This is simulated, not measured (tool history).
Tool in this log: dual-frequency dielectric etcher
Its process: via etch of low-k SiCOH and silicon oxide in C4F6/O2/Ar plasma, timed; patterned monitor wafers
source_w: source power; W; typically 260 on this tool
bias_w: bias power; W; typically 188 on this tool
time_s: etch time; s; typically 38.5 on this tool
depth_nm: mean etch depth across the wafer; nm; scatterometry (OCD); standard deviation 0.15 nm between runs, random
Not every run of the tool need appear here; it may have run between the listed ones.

run	hour	source_w	bias_w	time_s	wafers since the last listed run	hours since the last wet clean	hours since the last source power generator calibration	hours since the last bias power generator calibration	hours since the last upper electrode change	hours since the gauge calibration	read-back reference wafer on the same gauge, depth_nm	depth_nm
1	0	260	153	32	0	237.3	2118	3905.4	4574.5	798.1	90.9	58.5
2	91.8	260	153	32	1584	329.1	2209.8	3997.2	4666.3	889.9	90.9	58.4
3	141	260	153	32	849	378.3	2259	4046.4	4715.5	939.1	90.9	58.2
# hour 178.5: wet clean of the chamber
4	242.3	260	188	38.5	1333	63.8	2360.3	4147.7	4816.8	1040.4	90.9	78
5	289.9	260	188	38.5	821	111.4	2407.9	4195.3	4864.4	1088	90.8	77.8
6	392.7	260	188	38.5	1774	214.2	2510.7	4298.1	4967.2	1190.8	90.9	77.6
7	437	260	188	33.5	764	258.5	2555	4342.4	5011.5	1235.1	90.9	67.2
8	491.4	260	188	33.5	938	312.9	2609.4	4396.8	5065.9	1289.5	90.9	67.4
9	564.7	260	188	33.5	1264	386.2	2682.7	4470.1	5139.2	1362.8	90.9	67
# hour 626.9: source power generator calibrated
# hour 630: wet clean of the chamber
10	630.5	260	188	33	1013	0.5	3.6	4535.9	5205	1428.6	90.9	66.3
# hour 679.5: gauge calibrated
11	698.3	260	188	33	1170	68.3	71.4	4603.7	5272.8	18.8	90.9	66.2
12	768.3	260	188	38.5	1207	138.3	141.4	4673.7	5342.8	88.8	91	76.7
13	852	260	188	38.5	1444	222	225.1	4757.4	5426.5	172.5	90.9	76.5
# hour 911.2: upper electrode replaced
14	911.7	260	188	38.5	616	281.7	284.8	4817.1	0.5	232.2	90.9	76.3
# hour 922.3: bias power generator calibrated
15	966.6	310	208	38.5	878	336.6	339.7	44.3	55.4	287.1	90.9	83.5
# hour 993: wet clean of the chamber
16	1036.7	260	188	38.5	795	43.7	409.8	114.4	125.5	357.2	90.9	77.9
17	1142.7	300	159	35.5	1829	149.7	515.8	220.4	231.5	463.2	90.9	69.2
18	1191.6	260	155	38.5	843	198.6	564.7	269.3	280.4	512.1	90.9	70.7
19	1372.5	200	159	33	3121	379.5	745.6	450.2	461.3	693	90.9	56.3
# hour 1454.1: wet clean of the chamber
20	1460.8	230	156	49	1109	6.7	833.9	538.5	549.6	781.3	90.9	88.4
21	1534	260	230	46.5	1263	79.9	907.1	611.7	622.8	854.5	90.9	101.8
22	1589.7	260	188	50	961	135.6	962.8	667.4	678.5	910.2	90.9	100.4
23	1657.2	260	146	38.5	1164	203.1	1030.3	734.9	746	977.7	90.9	69.2
24	1716.9	310	208	38.5	1030	262.8	1090	794.6	805.7	1037.4	90.9	84.3
25	1797.8	260	188	27	1396	343.7	1170.9	875.5	886.6	1118.3	90.9	53.4
26	1887.4	260	167	38.5	1546	433.3	1260.5	965.1	976.2	1207.9	90.9	72.1
# hour 1931.3: wet clean of the chamber
27	1953.8	260	171	38.5	731	22.5	1326.9	1031.5	1042.6	1274.3	90.9	75

Exercise: give the hidden state of the tool at every run:
bias power that arrives over what is set, %: 0, the same for each run
gauge reads high (%): 0, the same for each run
H1: etch rate over this chamber's usual, %
H2: source power that arrives over what is set, %
run	H1	H2
1	-1.56	3.66
2	-2.07	3.81
3	-2.35	3.9
4	-0.296	4.07
5	-0.561	4.15
6	-1.13	4.32
7	-1.38	4.39
8	-1.68	4.48
9	-2.09	4.61
10	-0.221	0.196
11	-0.598	0.31
12	-0.988	0.428
13	-1.45	0.568
14	-1.79	0.669
15	-2.09	0.761
16	-0.276	0.879
17	-0.866	1.06
18	-1.14	1.14
19	-2.14	1.44
20	-0.146	1.59
21	-0.553	1.71
22	-0.863	1.81
23	-1.24	1.92
24	-1.57	2.02
25	-2.02	2.16
26	-2.52	2.31
27	0.148	2.42

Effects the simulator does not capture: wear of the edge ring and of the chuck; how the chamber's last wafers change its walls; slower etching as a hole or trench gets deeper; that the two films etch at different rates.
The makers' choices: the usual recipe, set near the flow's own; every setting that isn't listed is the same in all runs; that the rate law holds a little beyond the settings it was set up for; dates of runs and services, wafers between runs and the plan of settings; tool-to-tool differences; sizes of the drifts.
